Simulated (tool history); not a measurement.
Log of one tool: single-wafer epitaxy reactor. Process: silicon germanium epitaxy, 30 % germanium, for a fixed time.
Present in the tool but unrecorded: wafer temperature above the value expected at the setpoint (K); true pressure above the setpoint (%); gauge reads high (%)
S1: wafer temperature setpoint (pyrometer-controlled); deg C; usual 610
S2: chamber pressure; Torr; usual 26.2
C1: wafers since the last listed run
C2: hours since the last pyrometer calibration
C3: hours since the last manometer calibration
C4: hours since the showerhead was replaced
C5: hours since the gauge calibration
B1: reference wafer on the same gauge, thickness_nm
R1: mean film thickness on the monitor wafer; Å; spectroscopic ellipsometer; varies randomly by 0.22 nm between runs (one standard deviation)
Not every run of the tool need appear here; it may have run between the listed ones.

run 1 day=0 | S1=604 S2=26.2 | C1=0 C2=542.6 C3=1140.2 C4=8131.8 C5=358.3 | B1=66.878 | R1=699.55
run 2 day=1.892 | S1=610 S2=23.4 | C1=956 C2=588 C3=1185.6 C4=8177.2 C5=403.7 | B1=66.946 | R1=757.73
run 3 day=4.329 | S1=617 S2=29.2 | C1=1232 C2=646.5 C3=1244.1 C4=8235.7 C5=462.2 | B1=66.902 | R1=948
run 4 day=6.329 | S1=617 S2=29.2 | C1=1011 C2=694.5 C3=1292.1 C4=8283.7 C5=510.2 | B1=66.852 | R1=948.49
run 5 day=7.638 | S1=616 S2=28.2 | C1=661 C2=725.9 C3=1323.5 C4=8315.1 C5=541.6 | B1=66.882 | R1=913.72
run 6 day=9.992 | S1=616 S2=28.2 | C1=1190 C2=782.4 C3=1380 C4=8371.6 C5=598.1 | B1=66.871 | R1=911.82
run 7 day=11.575 | S1=616 S2=28.2 | C1=800 C2=820.4 C3=1418 C4=8409.6 C5=636.1 | B1=66.936 | R1=912.34
run 8 day=14.358 | S1=610 S2=26.2 | C1=1407 C2=887.2 C3=1484.8 C4=8476.4 C5=702.9 | B1=66.876 | R1=791.44
run 9 day=16.888 | S1=610 S2=26.2 | C1=1279 C2=947.9 C3=1545.5 C4=8537.1 C5=763.6 | B1=66.896 | R1=791.5
run 10 day=18.496 | S1=610 S2=26.2 | C1=813 C2=986.5 C3=1584.1 C4=8575.7 C5=802.2 | B1=66.912 | R1=788.95
run 11 day=21.033 | S1=610 S2=26.2 | C1=1283 C2=1047.4 C3=1645 C4=8636.6 C5=863.1 | B1=66.928 | R1=791.15
-- day=24.775 showerhead replaced
-- day=24.804 pyrometer calibrated
run 12 day=25.192 | S1=610 S2=26.2 | C1=1919 C2=9.3 C3=1744.8 C4=10 C5=962.9 | B1=66.898 | R1=778.69
run 13 day=27.371 | S1=610 S2=26.2 | C1=1102 C2=61.6 C3=1797.1 C4=62.3 C5=1015.2 | B1=66.909 | R1=775.47
run 14 day=29.954 | S1=602 S2=20.6 | C1=1306 C2=123.6 C3=1859.1 C4=124.3 C5=1077.2 | B1=66.915 | R1=605.72
run 15 day=32.792 | S1=618 S2=21.7 | C1=1435 C2=191.7 C3=1927.2 C4=192.4 C5=1145.3 | B1=66.899 | R1=855.1
run 16 day=35.171 | S1=610 S2=28.4 | C1=1203 C2=248.8 C3=1984.3 C4=249.5 C5=1202.4 | B1=66.859 | R1=804.37
run 17 day=37.954 | S1=624 S2=22.9 | C1=1407 C2=315.6 C3=2051.1 C4=316.3 C5=1269.2 | B1=66.951 | R1=980.82
run 18 day=39.112 | S1=610 S2=26.2 | C1=585 C2=343.4 C3=2078.9 C4=344.1 C5=1297 | B1=66.924 | R1=774.41
run 19 day=40.629 | S1=622 S2=29 | C1=767 C2=379.8 C3=2115.3 C4=380.5 C5=1333.4 | B1=66.884 | R1=1018.32
run 20 day=42.812 | S1=610 S2=26.2 | C1=1104 C2=432.2 C3=2167.7 C4=432.9 C5=1385.8 | B1=66.88 | R1=780.06
run 21 day=44.383 | S1=599 S2=24.2 | C1=794 C2=469.9 C3=2205.4 C4=470.6 C5=1423.5 | B1=66.909 | R1=602.12
run 22 day=45.646 | S1=596 S2=20.8 | C1=638 C2=500.2 C3=2235.7 C4=500.9 C5=1453.8 | B1=66.908 | R1=534.22
run 23 day=47.621 | S1=604 S2=32.4 | C1=999 C2=547.6 C3=2283.1 C4=548.3 C5=1501.2 | B1=66.908 | R1=741.41
-- day=49.375 capacitance manometer re-zeroed and calibrated
run 24 day=50.117 | S1=603 S2=20.8 | C1=1093 C2=607.5 C3=17.8 C4=608.2 C5=1561.1 | B1=66.903 | R1=636.4
-- day=51.308 gauge calibrated
run 25 day=51.9 | S1=610 S2=22.2 | C1=902 C2=650.3 C3=60.6 C4=651 C5=14.2 | B1=66.909 | R1=749.63
run 26 day=54.112 | S1=615 S2=26.2 | C1=1119 C2=703.4 C3=113.7 C4=704.1 C5=67.3 | B1=66.867 | R1=882.39
run 27 day=56.154 | S1=620 S2=30.6 | C1=1032 C2=752.4 C3=162.7 C4=753.1 C5=116.3 | B1=66.901 | R1=1026.64
run 28 day=57.329 | S1=596 S2=32.4 | C1=594 C2=780.6 C3=190.9 C4=781.3 C5=144.5 | B1=66.906 | R1=643.37
run 29 day=65.117 | S1=623 S2=31.1 | C1=3939 C2=967.5 C3=377.8 C4=968.2 C5=331.4 | B1=66.926 | R1=1101.18
run 30 day=66.271 | S1=600 S2=21.7 | C1=583 C2=995.2 C3=405.5 C4=995.9 C5=359.1 | B1=66.845 | R1=605.27
run 31 day=68.683 | S1=618 S2=21.8 | C1=1220 C2=1053.1 C3=463.4 C4=1053.8 C5=417 | B1=66.897 | R1=881.53
-- day=70.117 pyrometer calibrated
run 32 day=71.183 | S1=595 S2=28.5 | C1=1095 C2=25.6 C3=523.4 C4=1113.8 C5=477 | B1=66.882 | R1=597.51
run 33 day=72.783 | S1=610 S2=28 | C1=809 C2=64 C3=561.8 C4=1152.2 C5=515.4 | B1=66.858 | R1=815.66
run 34 day=73.996 | S1=624 S2=22.9 | C1=613 C2=93.1 C3=590.9 C4=1181.3 C5=544.5 | B1=66.842 | R1=999.66

Here are 5 independent what-if runs from the current tool condition. What would each one return?
run A day=74.012 | S1=610 S2=26.2 | C1=8 C2=93.5 C3=591.3 C4=1181.7 C5=544.9 | B1=? | R1=?
run B day=74.012 | S1=624 S2=31 | C1=8 C2=93.5 C3=591.3 C4=1181.7 C5=544.9 | B1=? | R1=?
run C day=74.012 | S1=620 S2=20.7 | C1=8 C2=93.5 C3=591.3 C4=1181.7 C5=544.9 | B1=? | R1=?
run D day=74.012 | S1=618 S2=29.8 | C1=8 C2=93.5 C3=591.3 C4=1181.7 C5=544.9 | B1=? | R1=?
run E day=74.012 | S1=605 S2=30.3 | C1=8 C2=93.5 C3=591.3 C4=1181.7 C5=544.9 | B1=? | R1=?

run=A B1=66.944 R1=793.21
run=B B1=66.944 R1=1114.48
run=C B1=66.944 R1=892.99
run=D B1=66.944 R1=975.76
run=E B1=66.944 R1=754.2
Take away the tool's hidden state, keep each run's random variation, and the runs would have read:
run=A R1=791.63
run=B R1=1112.35
run=C R1=891.26
run=D R1=973.86
run=E R1=752.69
